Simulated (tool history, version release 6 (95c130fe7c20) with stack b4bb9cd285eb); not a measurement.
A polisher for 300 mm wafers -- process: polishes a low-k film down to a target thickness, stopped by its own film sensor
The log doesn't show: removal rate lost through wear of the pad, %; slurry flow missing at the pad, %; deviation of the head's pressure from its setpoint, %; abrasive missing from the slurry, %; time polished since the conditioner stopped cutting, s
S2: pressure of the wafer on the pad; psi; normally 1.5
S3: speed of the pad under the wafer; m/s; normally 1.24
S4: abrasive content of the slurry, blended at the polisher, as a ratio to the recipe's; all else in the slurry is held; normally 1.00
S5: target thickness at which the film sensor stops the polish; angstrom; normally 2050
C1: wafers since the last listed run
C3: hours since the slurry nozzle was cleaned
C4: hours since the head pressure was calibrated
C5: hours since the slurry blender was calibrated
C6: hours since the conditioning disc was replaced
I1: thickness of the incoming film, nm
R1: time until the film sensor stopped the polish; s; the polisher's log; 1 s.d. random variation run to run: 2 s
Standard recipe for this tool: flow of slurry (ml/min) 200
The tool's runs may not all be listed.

run 1 day=0.000 | flow_of_slurry_(ml/min)=200 S2=1.5 S3=1.40 S4=1.00 S5=2050 | C1=0 wafers_polished_on_this_pad=476 C3=491.5 C4=782.4 C5=44.5 C6=68.2 | I1=239.4 | R1=101.5
run 2 day=0.258 | flow_of_slurry_(ml/min)=200 S2=1.5 S3=1.40 S4=1.00 S5=2050 | C1=60 wafers_polished_on_this_pad=536 C3=497.7 C4=788.6 C5=50.7 C6=74.4 | I1=241.6 | R1=113.4
run 3 day=0.642 | flow_of_slurry_(ml/min)=200 S2=1.5 S3=1.24 S4=1.00 S5=2050 | C1=89 wafers_polished_on_this_pad=626 C3=506.9 C4=797.8 C5=59.9 C6=83.6 | I1=241.0 | R1=114.7
-- day=0.796 slurry nozzle cleaned
run 4 day=1.062 | flow_of_slurry_(ml/min)=200 S2=1.5 S3=1.58 S4=1.00 S5=2120 | C1=88 wafers_polished_on_this_pad=714 C3=6.4 C4=807.9 C5=70.0 C6=93.7 | I1=239.4 | R1=74.0
run 5 day=1.754 | flow_of_slurry_(ml/min)=200 S2=1.3 S3=1.46 S4=1.00 S5=2000 | C1=161 wafers_polished_on_this_pad=875 C3=23.0 C4=824.5 C5=86.6 C6=110.3 | I1=238.1 | R1=124.2
run 6 day=3.008 | flow_of_slurry_(ml/min)=200 S2=1.5 S3=1.24 S4=0.70 S5=2050 | C1=291 wafers_polished_on_this_pad=1167 C3=53.1 C4=854.6 C5=116.7 C6=140.4 | I1=238.4 | R1=132.1
-- day=3.746 worn pad replaced by a new one
run 7 day=3.767 | flow_of_slurry_(ml/min)=200 S2=1.5 S3=1.24 S4=1.00 S5=2050 | C1=137 wafers_polished_on_this_pad=4 C3=71.3 C4=872.8 C5=134.9 C6=158.6 | I1=240.7 | R1=118.1
run 8 day=4.417 | flow_of_slurry_(ml/min)=200 S2=1.5 S3=1.24 S4=1.00 S5=2050 | C1=151 wafers_polished_on_this_pad=156 C3=86.9 C4=888.4 C5=150.5 C6=174.2 | I1=235.2 | R1=96.3
run 9 day=5.162 | flow_of_slurry_(ml/min)=165 S2=1.8 S3=1.56 S4=1.00 S5=2050 | C1=173 wafers_polished_on_this_pad=329 C3=104.8 C4=906.3 C5=168.4 C6=192.1 | I1=238.9 | R1=81.7
run 10 day=5.846 | flow_of_slurry_(ml/min)=200 S2=1.5 S3=1.24 S4=1.00 S5=2050 | C1=159 wafers_polished_on_this_pad=488 C3=121.2 C4=922.7 C5=184.8 C6=208.5 | I1=241.8 | R1=121.9
-- day=5.971 head pressure recalibrated
run 11 day=6.325 | flow_of_slurry_(ml/min)=135 S2=1.5 S3=1.24 S4=1.25 S5=2050 | C1=92 wafers_polished_on_this_pad=580 C3=132.7 C4=8.5 C5=196.3 C6=220.0 | I1=243.4 | R1=124.0
run 12 day=6.954 | flow_of_slurry_(ml/min)=200 S2=1.1 S3=0.90 S4=1.00 S5=2050 | C1=146 wafers_polished_on_this_pad=727 C3=147.8 C4=23.6 C5=211.4 C6=235.1 | I1=244.3 | R1=217.1
run 13 day=7.275 | flow_of_slurry_(ml/min)=225 S2=1.5 S3=1.24 S4=1.00 S5=1940 | C1=74 wafers_polished_on_this_pad=802 C3=155.5 C4=31.3 C5=219.1 C6=242.8 | I1=237.6 | R1=140.0
run 14 day=7.942 | flow_of_slurry_(ml/min)=200 S2=1.5 S3=1.24 S4=1.00 S5=2050 | C1=155 wafers_polished_on_this_pad=957 C3=171.5 C4=47.3 C5=235.1 C6=258.8 | I1=240.2 | R1=118.5
run 15 day=8.200 | flow_of_slurry_(ml/min)=200 S2=1.5 S3=1.24 S4=0.85 S5=2050 | C1=60 wafers_polished_on_this_pad=1017 C3=177.7 C4=53.5 C5=241.3 C6=265.0 | I1=241.3 | R1=129.6
run 16 day=8.454 | flow_of_slurry_(ml/min)=150 S2=1.5 S3=1.24 S4=1.20 S5=2160 | C1=59 wafers_polished_on_this_pad=1076 C3=183.8 C4=59.6 C5=247.4 C6=271.1 | I1=238.9 | R1=71.2
-- day=8.667 conditioning disc replaced and pad reconditioned
run 17 day=8.829 | flow_of_slurry_(ml/min)=200 S2=1.5 S3=1.24 S4=1.00 S5=2050 | C1=67 wafers_polished_on_this_pad=1144 C3=192.8 C4=68.6 C5=256.4 C6=3.9 | I1=243.3 | R1=123.5
-- day=9.229 slurry blender recalibrated
run 18 day=9.250 | flow_of_slurry_(ml/min)=175 S2=1.1 S3=1.60 S4=1.00 S5=2050 | C1=78 wafers_polished_on_this_pad=1223 C3=202.9 C4=78.7 C5=0.5 C6=14.0 | I1=239.7 | R1=127.7
run 19 day=9.454 | flow_of_slurry_(ml/min)=200 S2=1.5 S3=1.08 S4=1.00 S5=2050 | C1=47 wafers_polished_on_this_pad=1270 C3=207.8 C4=83.6 C5=5.4 C6=18.9 | I1=241.4 | R1=132.9
-- day=9.871 worn pad replaced by a new one
run 20 day=9.892 | flow_of_slurry_(ml/min)=200 S2=1.2 S3=1.24 S4=1.00 S5=2050 | C1=63 wafers_polished_on_this_pad=4 C3=218.3 C4=94.1 C5=15.9 C6=29.4 | I1=239.9 | R1=143.1
run 21 day=10.358 | flow_of_slurry_(ml/min)=200 S2=1.5 S3=1.66 S4=1.00 S5=2050 | C1=108 wafers_polished_on_this_pad=113 C3=229.5 C4=105.3 C5=27.1 C6=40.6 | I1=241.2 | R1=93.1
run 22 day=10.738 | flow_of_slurry_(ml/min)=200 S2=1.5 S3=1.24 S4=1.00 S5=2050 | C1=88 wafers_polished_on_this_pad=201 C3=238.6 C4=114.4 C5=36.2 C6=49.7 | I1=239.1 | R1=110.7

Run 23 has not been measured yet. What should we expect?
run 23 day=11.212 | flow_of_slurry_(ml/min)=165 S2=1.5 S3=1.24 S4=0.85 S5=2050 | C1=110 wafers_polished_on_this_pad=312 C3=250.0 C4=125.8 C5=47.6 C6=61.1 | I1=236.4 | R1=?

Run 23 produced R1 115.0 s.
The same run, on a tool lacking any hidden state, would have yielded R1 115.0 s.
